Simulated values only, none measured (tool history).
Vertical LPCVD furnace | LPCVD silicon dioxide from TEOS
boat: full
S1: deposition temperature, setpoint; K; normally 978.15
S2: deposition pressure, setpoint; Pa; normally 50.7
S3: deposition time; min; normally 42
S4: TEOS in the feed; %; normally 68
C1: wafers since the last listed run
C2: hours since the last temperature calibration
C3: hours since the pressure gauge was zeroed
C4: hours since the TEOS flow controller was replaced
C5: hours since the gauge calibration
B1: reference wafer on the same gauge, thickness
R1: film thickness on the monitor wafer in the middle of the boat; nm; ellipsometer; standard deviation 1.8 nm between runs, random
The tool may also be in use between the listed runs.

run 1 hour=0.0 | S1=978.15 S2=50.7 S3=42 S4=68 | C1=0 C2=3051.9 C3=2212.7 C4=4048.2 C5=243.0 | B1=334.13 | R1=350.19
run 2 hour=70.2 | S1=978.15 S2=50.7 S3=42 S4=68 | C1=1611 C2=3122.1 C3=2282.9 C4=4118.4 C5=313.2 | B1=333.77 | R1=350.72
run 3 hour=129.1 | S1=978.15 S2=50.7 S3=42 S4=68 | C1=1352 C2=3181.0 C3=2341.8 C4=4177.3 C5=372.1 | B1=333.57 | R1=350.89
run 4 hour=342.7 | S1=972.15 S2=50.7 S3=42 S4=79 | C1=4903 C2=3394.6 C3=2555.4 C4=4390.9 C5=585.7 | B1=334.46 | R1=331.76
run 5 hour=472.3 | S1=972.15 S2=50.7 S3=42 S4=79 | C1=2975 C2=3524.2 C3=2685.0 C4=4520.5 C5=715.3 | B1=333.92 | R1=330.64
run 6 hour=521.5 | S1=972.15 S2=50.7 S3=42 S4=79 | C1=1129 C2=3573.4 C3=2734.2 C4=4569.7 C5=764.5 | B1=333.71 | R1=328.61
run 7 hour=572.7 | S1=978.15 S2=50.7 S3=42 S4=68 | C1=1175 C2=3624.6 C3=2785.4 C4=4620.9 C5=815.7 | B1=334.13 | R1=353.47
-- hour=587.1 gauge calibrated
-- hour=597.3 TEOS flow controller replaced
run 8 hour=598.4 | S1=978.15 S2=50.7 S3=42 S4=68 | C1=39 C2=3650.3 C3=2811.1 C4=1.1 C5=11.3 | B1=333.75 | R1=353.98
-- hour=641.1 thermocouples replaced and temperature profile calibrated
run 9 hour=641.6 | S1=982.15 S2=47.3 S3=42 S4=81 | C1=440 C2=0.5 C3=2854.3 C4=44.3 C5=54.5 | B1=333.85 | R1=408.96
-- hour=818.4 pressure gauge zeroed
run 10 hour=827.6 | S1=972.15 S2=50.7 S3=42 S4=79 | C1=3719 C2=186.5 C3=9.2 C4=230.3 C5=240.5 | B1=334.10 | R1=331.57
run 11 hour=860.1 | S1=989.15 S2=38.7 S3=42 S4=68 | C1=746 C2=219.0 C3=41.7 C4=262.8 C5=273.0 | B1=333.50 | R1=395.03
run 12 hour=903.4 | S1=978.15 S2=50.7 S3=42 S4=60 | C1=994 C2=262.3 C3=85.0 C4=306.1 C5=316.3 | B1=334.36 | R1=332.57
run 13 hour=942.6 | S1=972.15 S2=56.0 S3=57 S4=80 | C1=899 C2=301.5 C3=124.2 C4=345.3 C5=355.5 | B1=334.04 | R1=477.30

What will run 14 give?
run 14 hour=997.9 | S1=984.15 S2=56.0 S3=30 S4=58 | C1=1269 C2=356.8 C3=179.5 C4=400.6 C5=410.8 | B1=? | R1=?

Logged for run 14: B1 334.43, R1 280.31 nm.
Without the tool's hidden state the same run would have given R1 280.31 nm.
